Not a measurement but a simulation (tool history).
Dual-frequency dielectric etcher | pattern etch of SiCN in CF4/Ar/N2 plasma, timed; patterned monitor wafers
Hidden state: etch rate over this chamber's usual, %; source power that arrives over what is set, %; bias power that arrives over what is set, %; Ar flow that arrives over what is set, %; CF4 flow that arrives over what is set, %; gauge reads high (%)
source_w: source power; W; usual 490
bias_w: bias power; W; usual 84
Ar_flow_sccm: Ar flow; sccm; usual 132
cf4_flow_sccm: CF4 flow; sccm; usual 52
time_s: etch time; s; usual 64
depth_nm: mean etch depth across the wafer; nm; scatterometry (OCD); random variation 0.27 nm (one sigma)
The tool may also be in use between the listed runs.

run    hour  source_w  bias_w  Ar_flow_sccm  cf4_flow_sccm  time_s  wafers since the last listed run  hours since the last wet clean  hours since the last source power generator calibration  hours since the last bias power generator calibration  hours since the last Ar flow controller change  hours since the last CF4 flow controller change  hours since the last upper electrode change  hours since the gauge calibration  read-back reference wafer on the same gauge, depth_nm  depth_nm
  1       0       490      80           132             52    72.5                                 0                           571.8                                                      0.5                                                 2845.6                                          2537.4                                           4467.7                                       3845.3                              557.3                                                   48.8      57.1
  2    55.9       490      80           132             52    72.5                               350                           627.7                                                     56.4                                                 2901.5                                          2593.3                                           4523.6                                       3901.2                              613.2                                                   48.6      57.6
  3    99.4       490      84           142             52      64                               272                           671.2                                                     99.9                                                   2945                                          2636.8                                           4567.1                                       3944.7                              656.7                                                   48.7      51.2
      155.2  -- wet clean of the chamber
      193.7  -- upper electrode replaced
  4   194.2       490      84           142             52      64                               293                              39                                                    194.7                                                 3039.8                                          2731.6                                           4661.9                                          0.5                              751.5                                                   48.6      50.6
  5   250.8       490      84           142             52      64                               354                            95.6                                                    251.3                                                 3096.4                                          2788.2                                           4718.5                                         57.1                              808.1                                                   48.5      50.7
  6     353       490      84           132             52      64                               640                           197.8                                                    353.5                                                 3198.6                                          2890.4                                           4820.7                                        159.3                              910.3                                                   48.4      51.4
  7   417.1       490      92           132             59    52.5                               401                           261.9                                                    417.6                                                 3262.7                                          2954.5                                           4884.8                                        223.4                              974.4                                                   48.4      44.4
      430.5  -- CF4 flow controller replaced
  8   486.9       490     104           132             45    50.5                               399                           331.7                                                    487.4                                                 3332.5                                          3024.3                                             56.4                                        293.2                             1044.2                                                   48.3      42.9
  9   557.2       560      94           146             52      64                               440                             402                                                    557.7                                                 3402.8                                          3094.6                                            126.7                                        363.5                             1114.5                                                   48.3      61.2
      573.7  -- Ar flow controller replaced
 10   644.2       370      95           132             60      64                               507                             489                                                    644.7                                                 3489.8                                            70.5                                            213.7                                        450.5                             1201.5                                                   48.2        41
      739.9  -- wet clean of the chamber
 11   748.8       490      84           155             63      59                               505                             8.9                                                    749.3                                                 3594.4                                           175.1                                            318.3                                        555.1                             1306.1                                                   48.3      47.7
 12   789.8       490      84           132             52      64                               256                            49.9                                                    790.3                                                 3635.4                                           216.1                                            359.3                                        596.1                             1347.1                                                   48.3      51.2
      888.2  -- bias power generator calibrated
 13   893.7       490     103           132             47      64                               626                           153.8                                                    894.2                                                    5.5                                             320                                            463.2                                          700                               1451                                                   48.2      54.5
 14   956.3       490      84           132             52      64                               392                           216.4                                                    956.8                                                   68.1                                           382.6                                            525.8                                        762.6                             1513.6                                                   48.2      51.2
     1000.3  -- gauge calibrated
 15  1060.5       490     103           132             47      64                               652                           320.6                                                     1061                                                  172.3                                           486.8                                              630                                        866.8                               60.2                                                   49.8      56.4
 16  1167.2       490      84           132             52      64                               668                           427.3                                                   1167.7                                                    279                                           593.5                                            736.7                                        973.5                              166.9                                                   49.4      52.5
 17  1236.1       460      84           132             52      64                               431                           496.2                                                   1236.6                                                  347.9                                           662.4                                            805.6                                       1042.4                              235.8                                                   49.3      49.3
 18  1327.5       530      84           132             52      45                               572                           587.6                                                     1328                                                  439.3                                           753.8                                              897                                       1133.8                              327.2                                                     49      39.5
     1414.5  -- wet clean of the chamber
 19    1415       490      84           132             41    47.5                               397                             0.5                                                   1415.5                                                  526.8                                           841.3                                            984.5                                       1221.3                              414.7                                                   48.9      36.4
 20  1469.3       490      76           149             52    50.5                               340                            54.8                                                   1469.8                                                  581.1                                           895.6                                           1038.8                                       1275.6                                469                                                   48.9      38.2
 21  1572.4       490      84           132             52      64                               646                           157.9                                                   1572.9                                                  684.2                                           998.7                                           1141.9                                       1378.7                              572.1                                                   48.7      51.5

Forecast each of these 4 alternatives for the next run:
  A  1572.8       490      84           156             52      64                                 2                           158.3                                                   1573.3                                                  684.6                                           999.1                                           1142.3                                       1379.1                              572.5                                                      ?         ?
  B  1572.8       490      84           143             52      51                                 2                           158.3                                                   1573.3                                                  684.6                                           999.1                                           1142.3                                       1379.1                              572.5                                                      ?         ?
  C  1572.8       490      98           132             52      64                                 2                           158.3                                                   1573.3                                                  684.6                                           999.1                                           1142.3                                       1379.1                              572.5                                                      ?         ?
  D  1572.8       400      84           132             52      64                                 2                           158.3                                                   1573.3                                                  684.6                                           999.1                                           1142.3                                       1379.1                              572.5                                                      ?         ?

run  read-back reference wafer on the same gauge, depth_nm  depth_nm
  A                                                   48.8      50.6
  B                                                   48.8      40.9
  C                                                   48.8      55.1
  D                                                   48.8      41.9
Without the tool's hidden state the same runs would have given:
run  depth_nm
  A      51.7
  B      41.8
  C      56.3
  D      42.8

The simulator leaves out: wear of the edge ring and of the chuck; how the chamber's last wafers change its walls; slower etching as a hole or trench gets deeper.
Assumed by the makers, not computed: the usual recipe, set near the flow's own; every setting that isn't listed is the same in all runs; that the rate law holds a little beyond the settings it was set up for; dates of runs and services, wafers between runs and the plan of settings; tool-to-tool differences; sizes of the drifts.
